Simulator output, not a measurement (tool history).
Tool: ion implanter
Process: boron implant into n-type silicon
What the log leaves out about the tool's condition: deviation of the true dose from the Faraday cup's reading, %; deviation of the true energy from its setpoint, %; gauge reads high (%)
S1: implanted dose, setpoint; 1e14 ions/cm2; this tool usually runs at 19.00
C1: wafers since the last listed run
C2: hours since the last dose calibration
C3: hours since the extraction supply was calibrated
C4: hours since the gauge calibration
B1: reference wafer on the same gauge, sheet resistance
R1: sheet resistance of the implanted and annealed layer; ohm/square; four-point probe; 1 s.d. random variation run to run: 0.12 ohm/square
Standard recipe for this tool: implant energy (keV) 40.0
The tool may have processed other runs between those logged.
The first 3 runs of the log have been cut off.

run 4 day=1.321 | S1=22.22 implant_energy_(keV)=40.0 | C1=187 C2=2120.6 C3=3143.5 C4=242.3 | B1=88.99 | R1=71.21
run 5 day=1.842 | S1=22.22 implant_energy_(keV)=40.0 | C1=230 C2=2133.1 C3=3156.0 C4=254.8 | B1=89.01 | R1=71.25
run 6 day=2.171 | S1=22.22 implant_energy_(keV)=40.0 | C1=145 C2=2141.0 C3=3163.9 C4=262.7 | B1=89.02 | R1=71.24
run 7 day=2.729 | S1=19.00 implant_energy_(keV)=40.0 | C1=246 C2=2154.4 C3=3177.3 C4=276.1 | B1=88.99 | R1=80.23
run 8 day=3.454 | S1=19.00 implant_energy_(keV)=40.0 | C1=320 C2=2171.8 C3=3194.7 C4=293.5 | B1=89.01 | R1=80.26
run 9 day=3.950 | S1=19.00 implant_energy_(keV)=40.0 | C1=219 C2=2183.7 C3=3206.6 C4=305.4 | B1=88.99 | R1=80.31
run 10 day=4.475 | S1=19.00 implant_energy_(keV)=40.0 | C1=232 C2=2196.3 C3=3219.2 C4=318.0 | B1=89.00 | R1=80.40
-- day=5.354 extraction supply calibrated
run 11 day=5.375 | S1=19.00 implant_energy_(keV)=40.0 | C1=250 C2=2217.9 C3=0.5 C4=339.6 | B1=89.00 | R1=80.40
run 12 day=5.542 | S1=19.00 implant_energy_(keV)=29.0 | C1=73 C2=2221.9 C3=4.5 C4=343.6 | B1=89.00 | R1=83.58
run 13 day=6.071 | S1=19.00 implant_energy_(keV)=29.0 | C1=233 C2=2234.6 C3=17.2 C4=356.3 | B1=88.98 | R1=83.31
run 14 day=6.675 | S1=19.00 implant_energy_(keV)=30.0 | C1=267 C2=2249.1 C3=31.7 C4=370.8 | B1=88.99 | R1=83.06
run 15 day=7.392 | S1=19.00 implant_energy_(keV)=40.0 | C1=316 C2=2266.3 C3=48.9 C4=388.0 | B1=88.99 | R1=80.40
run 16 day=7.988 | S1=23.29 implant_energy_(keV)=45.0 | C1=263 C2=2280.6 C3=63.2 C4=402.3 | B1=89.01 | R1=67.72
run 17 day=8.692 | S1=19.00 implant_energy_(keV)=40.0 | C1=311 C2=2297.5 C3=80.1 C4=419.2 | B1=88.95 | R1=80.44
run 18 day=10.762 | S1=23.18 implant_energy_(keV)=34.5 | C1=915 C2=2347.2 C3=129.8 C4=468.9 | B1=89.03 | R1=70.51

Run 19 has not been measured yet. What should we expect?
run 19 day=11.283 | S1=15.20 implant_energy_(keV)=36.0 | C1=230 C2=2359.7 C3=142.3 C4=481.4 | B1=? | R1=?

{"run 19": {"B1": 88.97, "R1": 96.96}}
Take away the tool's hidden state, keep the run-to-run variation as it was, and the same run would have given R1 93.10 ohm/square.

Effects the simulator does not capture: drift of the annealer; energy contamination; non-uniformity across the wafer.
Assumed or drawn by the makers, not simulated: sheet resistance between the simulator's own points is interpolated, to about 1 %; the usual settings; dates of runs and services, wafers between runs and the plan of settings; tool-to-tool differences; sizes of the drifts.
